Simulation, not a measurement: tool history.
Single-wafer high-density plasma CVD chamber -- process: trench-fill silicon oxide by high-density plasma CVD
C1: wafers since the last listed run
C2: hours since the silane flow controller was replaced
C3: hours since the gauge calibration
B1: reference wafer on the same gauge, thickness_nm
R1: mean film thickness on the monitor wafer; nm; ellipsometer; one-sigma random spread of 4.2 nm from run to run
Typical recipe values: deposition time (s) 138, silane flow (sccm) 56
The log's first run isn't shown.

{"run": 2, "hour": 288.9, "deposition time (s)": 138, "silane flow (sccm)": 56, "C1": 2895, "C2": 2349.2, "C3": 844.7, "B1": 780.382, "R1": 738.592}
{"run": 3, "hour": 328.3, "deposition time (s)": 138, "silane flow (sccm)": 50, "C1": 394, "C2": 2388.6, "C3": 884.1, "B1": 778.928, "R1": 661.878}
{"run": 4, "hour": 379.5, "deposition time (s)": 138, "silane flow (sccm)": 50, "C1": 513, "C2": 2439.8, "C3": 935.3, "B1": 779.037, "R1": 675.639}
{"run": 5, "hour": 467.0, "deposition time (s)": 138, "silane flow (sccm)": 50, "C1": 876, "C2": 2527.3, "C3": 1022.8, "B1": 779.061, "R1": 672.208}
{"run": 6, "hour": 503.9, "deposition time (s)": 138, "silane flow (sccm)": 51, "C1": 369, "C2": 2564.2, "C3": 1059.7, "B1": 777.714, "R1": 682.324}
{"run": 7, "hour": 607.9, "deposition time (s)": 138, "silane flow (sccm)": 56, "C1": 1042, "C2": 2668.2, "C3": 1163.7, "B1": 779.39, "R1": 749.99}
{"run": 8, "hour": 684.8, "deposition time (s)": 138, "silane flow (sccm)": 56, "C1": 770, "C2": 2745.1, "C3": 1240.6, "B1": 777.412, "R1": 747.622}
{"run": 9, "hour": 746.4, "deposition time (s)": 138, "silane flow (sccm)": 56, "C1": 617, "C2": 2806.7, "C3": 1302.2, "B1": 778.793, "R1": 743.648}
{"run": 10, "hour": 818.8, "deposition time (s)": 138, "silane flow (sccm)": 56, "C1": 725, "C2": 2879.1, "C3": 1374.6, "B1": 779.641, "R1": 748.507}
{"run": 11, "hour": 1008.7, "deposition time (s)": 138, "silane flow (sccm)": 49, "C1": 1903, "C2": 3069, "C3": 1564.5, "B1": 778.971, "R1": 661.373}
{"run": 12, "hour": 1110.1, "deposition time (s)": 138, "silane flow (sccm)": 49, "C1": 1016, "C2": 3170.4, "C3": 1665.9, "B1": 780.83, "R1": 668.04}
{"run": 13, "hour": 1171.0, "deposition time (s)": 138, "silane flow (sccm)": 49, "C1": 610, "C2": 3231.3, "C3": 1726.8, "B1": 778.451, "R1": 672.961}
{"hour": 1221.6, "done": "gauge calibrated"}
{"run": 14, "hour": 1236.9, "deposition time (s)": 138, "silane flow (sccm)": 56, "C1": 660, "C2": 3297.2, "C3": 15.3, "B1": 779.095, "R1": 749.937}
{"run": 15, "hour": 1341.1, "deposition time (s)": 138, "silane flow (sccm)": 56, "C1": 1044, "C2": 3401.4, "C3": 119.5, "B1": 778.63, "R1": 757.553}
{"run": 16, "hour": 1397.8, "deposition time (s)": 138, "silane flow (sccm)": 56, "C1": 568, "C2": 3458.1, "C3": 176.2, "B1": 778.518, "R1": 751.533}
{"run": 17, "hour": 1494.0, "deposition time (s)": 151, "silane flow (sccm)": 56, "C1": 964, "C2": 3554.3, "C3": 272.4, "B1": 777.531, "R1": 831.306}

Run 18, settings as shown, results not yet in. Your forecast:
{"hour": 1545.9, "done": "silane flow controller replaced"}
{"run": 18, "hour": 1572.6, "deposition time (s)": 164, "silane flow (sccm)": 65, "C1": 707, "C2": 26.7, "C3": 351, "B1": "?", "R1": "?"}

{"run 18": {"B1": 777.913, "R1": 1004.176}}
Minus the tool's unlogged condition, the same run would have read R1 995.634 nm.
